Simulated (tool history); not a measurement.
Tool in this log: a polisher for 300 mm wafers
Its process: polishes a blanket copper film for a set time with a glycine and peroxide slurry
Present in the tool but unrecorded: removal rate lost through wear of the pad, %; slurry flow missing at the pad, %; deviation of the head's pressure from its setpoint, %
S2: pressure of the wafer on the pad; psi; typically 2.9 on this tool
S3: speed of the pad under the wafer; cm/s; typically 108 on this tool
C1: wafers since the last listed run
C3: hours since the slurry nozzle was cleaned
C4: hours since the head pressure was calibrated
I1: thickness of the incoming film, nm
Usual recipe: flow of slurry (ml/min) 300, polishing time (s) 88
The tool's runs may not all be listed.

run 1 hour=0 | flow_of_slurry_(ml/min)=300 S2=2.9 S3=108 polishing_time_(s)=112 | C1=0 wafers_polished_on_this_pad=551 C3=50.5 C4=370.1 | I1=1985.1 | film_removed_(Å)=5556
-- hour=9.8 head pressure recalibrated
run 2 hour=61.1 | flow_of_slurry_(ml/min)=300 S2=2.9 S3=108 polishing_time_(s)=112 | C1=399 wafers_polished_on_this_pad=951 C3=111.6 C4=51.3 | I1=1948.4 | film_removed_(Å)=5920
run 3 hour=86.3 | flow_of_slurry_(ml/min)=300 S2=2.9 S3=108 polishing_time_(s)=88 | C1=170 wafers_polished_on_this_pad=1121 C3=136.8 C4=76.5 | I1=1980.1 | film_removed_(Å)=4522
run 4 hour=135.7 | flow_of_slurry_(ml/min)=300 S2=2.9 S3=108 polishing_time_(s)=97 | C1=334 wafers_polished_on_this_pad=1455 C3=186.2 C4=125.9 | I1=1939.4 | film_removed_(Å)=5065
-- hour=197.1 worn pad replaced by a new one
run 5 hour=197.6 | flow_of_slurry_(ml/min)=300 S2=2.9 S3=108 polishing_time_(s)=88 | C1=391 wafers_polished_on_this_pad=3 C3=248.1 C4=187.8 | I1=1926 | film_removed_(Å)=4585
run 6 hour=218.5 | flow_of_slurry_(ml/min)=300 S2=2.9 S3=108 polishing_time_(s)=88 | C1=141 wafers_polished_on_this_pad=144 C3=269 C4=208.7 | I1=1931.3 | film_removed_(Å)=4480
-- hour=255.4 slurry nozzle cleaned
run 7 hour=281.5 | flow_of_slurry_(ml/min)=300 S2=2.9 S3=108 polishing_time_(s)=88 | C1=419 wafers_polished_on_this_pad=563 C3=26.1 C4=271.7 | I1=1966 | film_removed_(Å)=4415
run 8 hour=316.9 | flow_of_slurry_(ml/min)=300 S2=2.9 S3=108 polishing_time_(s)=88 | C1=239 wafers_polished_on_this_pad=803 C3=61.5 C4=307.1 | I1=1979.6 | film_removed_(Å)=4313
run 9 hour=375.1 | flow_of_slurry_(ml/min)=300 S2=2.9 S3=108 polishing_time_(s)=88 | C1=393 wafers_polished_on_this_pad=1196 C3=119.7 C4=365.3 | I1=1951.4 | film_removed_(Å)=4371
run 10 hour=425.4 | flow_of_slurry_(ml/min)=300 S2=2.9 S3=108 polishing_time_(s)=88 | C1=340 wafers_polished_on_this_pad=1537 C3=170 C4=415.6 | I1=1951 | film_removed_(Å)=4213
-- hour=449.4 head pressure recalibrated
-- hour=474.9 worn pad replaced by a new one
run 11 hour=488.8 | flow_of_slurry_(ml/min)=300 S2=2.9 S3=108 polishing_time_(s)=88 | C1=388 wafers_polished_on_this_pad=94 C3=233.4 C4=39.4 | I1=1996.8 | film_removed_(Å)=4023
-- hour=516.5 slurry nozzle cleaned
run 12 hour=519 | flow_of_slurry_(ml/min)=330 S2=2.9 S3=98 polishing_time_(s)=88 | C1=197 wafers_polished_on_this_pad=291 C3=2.5 C4=69.6 | I1=1987.7 | film_removed_(Å)=3848
run 13 hour=560.2 | flow_of_slurry_(ml/min)=330 S2=2.9 S3=98 polishing_time_(s)=88 | C1=278 wafers_polished_on_this_pad=570 C3=43.7 C4=110.8 | I1=1993.1 | film_removed_(Å)=3603
run 14 hour=586 | flow_of_slurry_(ml/min)=300 S2=2.9 S3=108 polishing_time_(s)=88 | C1=174 wafers_polished_on_this_pad=745 C3=69.5 C4=136.6 | I1=1946.4 | film_removed_(Å)=4047
-- hour=615.5 head pressure recalibrated, repeated, since the last time left the tool worse
run 15 hour=618 | flow_of_slurry_(ml/min)=215 S2=2.9 S3=142 polishing_time_(s)=88 | C1=202 wafers_polished_on_this_pad=947 C3=101.5 C4=2.5 | I1=1969.3 | film_removed_(Å)=5632
run 16 hour=648.5 | flow_of_slurry_(ml/min)=300 S2=2.9 S3=144 polishing_time_(s)=88 | C1=206 wafers_polished_on_this_pad=1154 C3=132 C4=33 | I1=1968.9 | film_removed_(Å)=6038
run 17 hour=699.5 | flow_of_slurry_(ml/min)=300 S2=3.9 S3=108 polishing_time_(s)=66 | C1=344 wafers_polished_on_this_pad=1499 C3=183 C4=84 | I1=1964.1 | film_removed_(Å)=4425

Run 18 is up next; what results do you expect?
-- hour=715.8 worn pad replaced by a new one
run 18 hour=726.6 | flow_of_slurry_(ml/min)=300 S2=3.5 S3=108 polishing_time_(s)=88 | C1=156 wafers_polished_on_this_pad=72 C3=210.1 C4=111.1 | I1=1921.7 | film_removed_(Å)=?

{"run 18": {"film removed (Å)": 5323}}
Had the tool carried no hidden state, the very same run would have given film removed (Å) 5316.
